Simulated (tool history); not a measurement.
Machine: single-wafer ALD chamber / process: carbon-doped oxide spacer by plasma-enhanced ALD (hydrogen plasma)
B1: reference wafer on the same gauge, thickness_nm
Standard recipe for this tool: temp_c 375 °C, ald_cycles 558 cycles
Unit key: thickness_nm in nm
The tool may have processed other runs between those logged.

run 1 hour=0 | temp_c=375 ald_cycles=558 | B1=25.248 | thickness_nm=28.288
run 2 hour=16.7 | temp_c=375 ald_cycles=558 | B1=25.224 | thickness_nm=28.351
run 3 hour=39 | temp_c=384 ald_cycles=558 | B1=25.203 | thickness_nm=28.112
run 4 hour=68.7 | temp_c=384 ald_cycles=558 | B1=25.16 | thickness_nm=28.184
run 5 hour=88.4 | temp_c=384 ald_cycles=558 | B1=25.183 | thickness_nm=28.135
run 6 hour=123 | temp_c=381 ald_cycles=478 | B1=25.131 | thickness_nm=24.015
-- hour=131.6 gauge calibrated
run 7 hour=137.6 | temp_c=375 ald_cycles=558 | B1=25.75 | thickness_nm=28.778
run 8 hour=155.8 | temp_c=375 ald_cycles=635 | B1=25.693 | thickness_nm=32.786
-- hour=177.2 thermocouple changed; heater temperature recalibrated
run 9 hour=180.8 | temp_c=382 ald_cycles=615 | B1=25.694 | thickness_nm=31.641
run 10 hour=216.4 | temp_c=366 ald_cycles=448 | B1=25.646 | thickness_nm=23.128
run 11 hour=235.4 | temp_c=386 ald_cycles=658 | B1=25.662 | thickness_nm=33.615
run 12 hour=258 | temp_c=380 ald_cycles=465 | B1=25.6 | thickness_nm=23.914
run 13 hour=281.2 | temp_c=375 ald_cycles=558 | B1=25.587 | thickness_nm=28.657
run 14 hour=312.8 | temp_c=382 ald_cycles=592 | B1=25.568 | thickness_nm=30.445
run 15 hour=337.5 | temp_c=375 ald_cycles=558 | B1=25.51 | thickness_nm=28.517
run 16 hour=368.6 | temp_c=375 ald_cycles=635 | B1=25.472 | thickness_nm=32.531

Predict the results of run 17:
run 17 hour=387.3 | temp_c=383 ald_cycles=459 | B1=? | thickness_nm=?

{"run 17": {"B1": 25.513, "thickness_nm": 23.465}}
Had the tool carried no hidden state, the very same run would have given thickness_nm 23.576 nm.
